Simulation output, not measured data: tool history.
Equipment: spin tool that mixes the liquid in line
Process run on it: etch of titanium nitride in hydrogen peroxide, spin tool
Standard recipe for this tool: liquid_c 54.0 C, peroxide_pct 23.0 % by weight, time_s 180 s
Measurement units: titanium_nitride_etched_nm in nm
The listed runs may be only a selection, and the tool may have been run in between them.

run	hour	liquid_c	peroxide_pct	time_s	read-back film thickness of the titanium nitride reference wafer, read on the same gauge (nm)	titanium_nitride_etched_nm
1	0.0	54.0	21.0	95	99.98	4.81
2	20.1	54.0	21.0	95	99.99	4.71
3	46.5	54.0	23.0	180	100.02	9.11
4	65.4	48.5	28.5	210	100.00	7.41
5	80.9	54.0	23.0	75	99.99	3.72
6	108.2	54.0	23.0	180	100.02	9.06
7	130.2	45.5	23.0	245	99.99	6.53
8	145.0	57.5	28.0	135	100.00	9.17
9	169.7	54.0	28.0	180	100.02	9.37
10	192.1	59.5	23.0	285	100.01	21.22
# hour 257.1: heated supply line repaired
11	287.5	51.5	23.0	180	100.00	9.08
# hour 313.1: peroxide flow meter replaced
# hour 347.8: gauge calibrated
12	391.6	54.0	23.0	180	100.01	10.75
13	417.3	62.5	23.0	180	99.99	19.37
14	434.1	57.5	17.0	180	100.00	12.97
15	456.9	54.0	23.0	255	100.00	14.90
# hour 550.7: thermometer replaced
16	555.2	60.5	26.5	180	100.00	19.55
17	572.0	54.0	23.0	180	99.99	12.17
18	604.7	58.5	17.5	180	100.01	15.54
19	702.1	54.0	23.0	180	100.00	11.84
20	715.3	48.5	20.0	240	100.00	10.35
21	736.4	49.0	23.0	110	100.01	5.05
22	770.3	54.0	23.0	180	99.97	11.88
23	802.6	47.0	23.0	90	99.99	3.58
24	823.3	54.0	23.0	135	100.00	8.76
25	854.2	47.0	23.0	105	100.01	4.13

Alternative continuations, all from the tool just after run 25; predict every row:
A	854.7	54.0	23.0	180	?	?
B	854.7	54.0	16.0	180	?	?
C	854.7	47.0	18.0	110	?	?
D	854.7	54.0	19.0	110	?	?

run	read-back film thickness of the titanium nitride reference wafer, read on the same gauge (nm)	titanium_nitride_etched_nm
A	99.98	11.61
B	99.98	10.74
C	99.98	4.05
D	99.98	6.81
The same runs, with their run-to-run variation unchanged, on a tool lacking any hidden condition would have given:
run	titanium_nitride_etched_nm
A	12.71
B	11.76
C	4.45
D	7.45
